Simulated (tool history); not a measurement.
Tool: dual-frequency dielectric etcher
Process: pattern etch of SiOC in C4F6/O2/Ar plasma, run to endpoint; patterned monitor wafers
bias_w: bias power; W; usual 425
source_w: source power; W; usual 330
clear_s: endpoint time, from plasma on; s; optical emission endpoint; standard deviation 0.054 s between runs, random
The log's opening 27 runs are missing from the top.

run     day  bias_w  source_w  incoming incoming film thickness, nm  clear_s
 28  57.596     467       330                                  50.7     17.6
 29  59.796     336       400                                  50.7     17.6
     60.833  -- wet clean of the chamber
 30  62.279     374       270                                  50.3     20.2
 31  63.688     501       330                                  50.8     17.2
 32  66.421     461       300                                  50.7     18.3
 33  68.188     499       390                                  50.0     15.7
 34  70.988     476       300                                  50.6     18.2
 35  73.867     425       330                                  50.7     18.1

Below are 4 alternative next runs, each starting from the tool's condition after run 35. Predict each:
  A  73.883     425       330                                  50.9        ?
  B  73.883     348       260                                  50.9        ?
  C  73.883     461       370                                  50.9        ?
  D  73.883     508       250                                  50.9        ?

run  clear_s
  A     18.2
  B     21.3
  C     16.9
  D     19.8
Had the tool no hidden state, the same runs would have come out as:
run  clear_s
  A     18.0
  B     21.1
  C     16.8
  D     19.7

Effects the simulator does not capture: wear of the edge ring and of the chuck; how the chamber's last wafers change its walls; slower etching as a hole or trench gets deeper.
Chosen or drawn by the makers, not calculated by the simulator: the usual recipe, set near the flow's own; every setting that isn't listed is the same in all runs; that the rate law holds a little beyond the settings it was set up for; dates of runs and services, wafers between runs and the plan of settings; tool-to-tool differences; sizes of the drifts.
